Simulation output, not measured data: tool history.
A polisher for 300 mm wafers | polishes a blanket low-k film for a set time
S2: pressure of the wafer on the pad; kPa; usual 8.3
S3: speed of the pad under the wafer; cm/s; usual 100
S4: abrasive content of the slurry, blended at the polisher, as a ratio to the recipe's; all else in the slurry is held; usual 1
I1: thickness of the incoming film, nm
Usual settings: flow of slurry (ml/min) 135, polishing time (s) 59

run 1 hour=0 | flow_of_slurry_(ml/min)=135 S2=6.9 S3=100 S4=1 polishing_time_(s)=59 | I1=383.5 | film_removed_(Å)=137
-- hour=24 conditioning disc replaced and pad reconditioned
run 2 hour=45.9 | flow_of_slurry_(ml/min)=135 S2=8.3 S3=100 S4=1 polishing_time_(s)=59 | I1=397.1 | film_removed_(Å)=170
-- hour=66.5 worn pad replaced by a new one
-- hour=69.9 slurry nozzle cleaned
run 3 hour=147.5 | flow_of_slurry_(ml/min)=135 S2=8.3 S3=100 S4=1 polishing_time_(s)=59 | I1=394.7 | film_removed_(Å)=171
-- hour=208.4 slurry blender recalibrated
run 4 hour=223.4 | flow_of_slurry_(ml/min)=135 S2=8.3 S3=100 S4=1 polishing_time_(s)=74 | I1=393.4 | film_removed_(Å)=213
run 5 hour=323.5 | flow_of_slurry_(ml/min)=135 S2=8.3 S3=100 S4=1 polishing_time_(s)=74 | I1=387.1 | film_removed_(Å)=220
run 6 hour=384.9 | flow_of_slurry_(ml/min)=135 S2=8.3 S3=100 S4=1 polishing_time_(s)=59 | I1=381.8 | film_removed_(Å)=175
-- hour=410.6 worn pad replaced by a new one
run 7 hour=469.6 | flow_of_slurry_(ml/min)=135 S2=8.3 S3=100 S4=1 polishing_time_(s)=59 | I1=390.9 | film_removed_(Å)=183
-- hour=537.7 conditioning disc replaced and pad reconditioned
-- hour=550.8 slurry nozzle cleaned
-- hour=552 head pressure recalibrated
-- hour=631.5 slurry blender recalibrated
run 8 hour=683.7 | flow_of_slurry_(ml/min)=135 S2=8.3 S3=80 S4=1 polishing_time_(s)=59 | I1=390.9 | film_removed_(Å)=140
-- hour=721.8 worn pad replaced by a new one
-- hour=943.5 slurry nozzle cleaned
run 9 hour=944 | flow_of_slurry_(ml/min)=135 S2=8.3 S3=112 S4=1 polishing_time_(s)=71 | I1=382.8 | film_removed_(Å)=227
run 10 hour=996.7 | flow_of_slurry_(ml/min)=160 S2=6.2 S3=100 S4=0.9 polishing_time_(s)=73 | I1=383 | film_removed_(Å)=150
-- hour=1044.6 head pressure recalibrated
-- hour=1065.5 slurry blender recalibrated
-- hour=1086.5 worn pad replaced by a new one
run 11 hour=1088.7 | flow_of_slurry_(ml/min)=135 S2=6.2 S3=100 S4=1 polishing_time_(s)=59 | I1=389 | film_removed_(Å)=124
run 12 hour=1164.2 | flow_of_slurry_(ml/min)=135 S2=8.3 S3=128 S4=0.75 polishing_time_(s)=59 | I1=383.8 | film_removed_(Å)=152
-- hour=1166.6 conditioning disc replaced and pad reconditioned
run 13 hour=1233.6 | flow_of_slurry_(ml/min)=135 S2=8.3 S3=100 S4=1 polishing_time_(s)=59 | I1=385.7 | film_removed_(Å)=169
run 14 hour=1279.6 | flow_of_slurry_(ml/min)=135 S2=10.3 S3=100 S4=1.25 polishing_time_(s)=59 | I1=394.9 | film_removed_(Å)=248
run 15 hour=1342.1 | flow_of_slurry_(ml/min)=135 S2=8.3 S3=100 S4=1 polishing_time_(s)=59 | I1=389.8 | film_removed_(Å)=173
-- hour=1398.6 slurry nozzle cleaned
-- hour=1427.9 worn pad replaced by a new one
-- hour=1506.2 slurry blender recalibrated
-- hour=1540.2 head pressure recalibrated
run 16 hour=1595 | flow_of_slurry_(ml/min)=135 S2=6.9 S3=100 S4=0.85 polishing_time_(s)=59 | I1=385.2 | film_removed_(Å)=123
run 17 hour=1675.1 | flow_of_slurry_(ml/min)=135 S2=8.3 S3=100 S4=1 polishing_time_(s)=59 | I1=390.8 | film_removed_(Å)=167
-- hour=1750.4 worn pad replaced by a new one
run 18 hour=1750.9 | flow_of_slurry_(ml/min)=135 S2=8.3 S3=100 S4=1 polishing_time_(s)=42 | I1=388.9 | film_removed_(Å)=122

Forecast each of these 4 alternatives for the next run:
run A hour=1751.3 | flow_of_slurry_(ml/min)=135 S2=8.3 S3=100 S4=1 polishing_time_(s)=59 | I1=393.3 | film_removed_(Å)=?
run B hour=1751.3 | flow_of_slurry_(ml/min)=135 S2=8.3 S3=132 S4=1 polishing_time_(s)=66 | I1=393.3 | film_removed_(Å)=?
run C hour=1751.3 | flow_of_slurry_(ml/min)=135 S2=8.3 S3=100 S4=0.8 polishing_time_(s)=59 | I1=393.3 | film_removed_(Å)=?
run D hour=1751.3 | flow_of_slurry_(ml/min)=135 S2=8.3 S3=100 S4=1.3 polishing_time_(s)=59 | I1=393.3 | film_removed_(Å)=?

run=A film_removed_(Å)=169
run=B film_removed_(Å)=230
run=C film_removed_(Å)=137
run=D film_removed_(Å)=199
Without the tool's hidden state the same runs would have given:
run=A film_removed_(Å)=160
run=B film_removed_(Å)=218
run=C film_removed_(Å)=129
run=D film_removed_(Å)=188
